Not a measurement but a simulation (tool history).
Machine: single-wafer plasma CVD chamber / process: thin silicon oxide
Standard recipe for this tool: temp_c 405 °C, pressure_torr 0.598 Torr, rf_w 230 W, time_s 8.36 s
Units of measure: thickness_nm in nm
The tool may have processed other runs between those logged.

run,day,temp_c,pressure_torr,rf_w,time_s,"read-back reference wafer on the same gauge, thickness_nm",thickness_nm
1,0,405,0.685,230,8.36,10.995,11.047
2,0.633,405,0.598,230,8.36,10.997,10.205
3,1.304,405,0.598,230,8.36,11.003,10.271
4,1.729,405,0.598,230,8.36,11.006,10.202
5,2.083,405,0.489,230,8.36,10.997,9.116
6,2.738,405,0.598,230,8.36,10.996,10.183
7,3.179,405,0.598,230,8.36,10.996,10.204
# day 3.654: RF generator calibrated
8,3.808,405,0.598,205,8.36,10.992,9.602
9,4.1,405,0.598,205,8.36,11.004,9.647
10,4.771,405,0.598,230,8.36,11.004,10.189
11,5.167,405,0.598,230,8.36,11.003,10.164
12,5.7,405,0.52,185,9.39,11.007,9.347
# day 6.229: gauge calibrated
# day 7.988: showerhead replaced, of another model than before
13,8.008,400,0.598,230,7.31,11.001,9.239
14,8.188,398,0.598,230,8.36,10.999,10.504
# day 9.05: thermocouple changed; heater temperature recalibrated
# day 9.358: capacitance manometer re-zeroed and calibrated
15,9.379,405,0.598,230,7.52,11.002,8.745
16,9.521,405,0.598,230,8.36,10.991,9.723
17,10.812,393,0.598,230,8.36,10.993,9.825
18,11.158,413,0.598,230,7.16,10.996,8.312
19,11.738,405,0.495,250,8.36,11.004,8.748
20,12.333,405,0.488,230,8.36,10.998,8.072
21,12.892,405,0.598,230,8.36,11.003,9.797
22,13.483,405,0.489,230,8.36,11.014,8.179
23,13.992,405,0.598,210,8.36,10.995,9.035
24,14.546,405,0.598,230,8.36,10.998,9.804
25,15.288,405,0.598,230,8.36,11.011,9.856
26,15.746,419,0.66,215,7.59,11.003,9.146
27,16.042,405,0.598,185,7.02,10.989,6.732
28,16.688,417,0.598,230,9.96,10.999,11.614

State the hidden condition of the tool at each of the runs:
wafer temperature above the value expected at the setpoint (K): 0 across all the runs
delivered RF power above the setpoint (%): 0 across all the runs
gauge reads high (%): 0 across all the runs
H1: true pressure above the setpoint (%)
run,H1
1,8.28
2,8.29
3,8.3
4,8.3
5,8.31
6,8.32
7,8.33
8,8.33
9,8.34
10,8.35
11,8.35
12,8.36
13,8.39
14,8.39
15,-0.381
16,-0.344
17,-0.013
18,0.0734
19,0.216
20,0.36
21,0.492
22,0.63
23,0.747
24,0.872
25,1.04
26,1.14
27,1.2
28,1.33

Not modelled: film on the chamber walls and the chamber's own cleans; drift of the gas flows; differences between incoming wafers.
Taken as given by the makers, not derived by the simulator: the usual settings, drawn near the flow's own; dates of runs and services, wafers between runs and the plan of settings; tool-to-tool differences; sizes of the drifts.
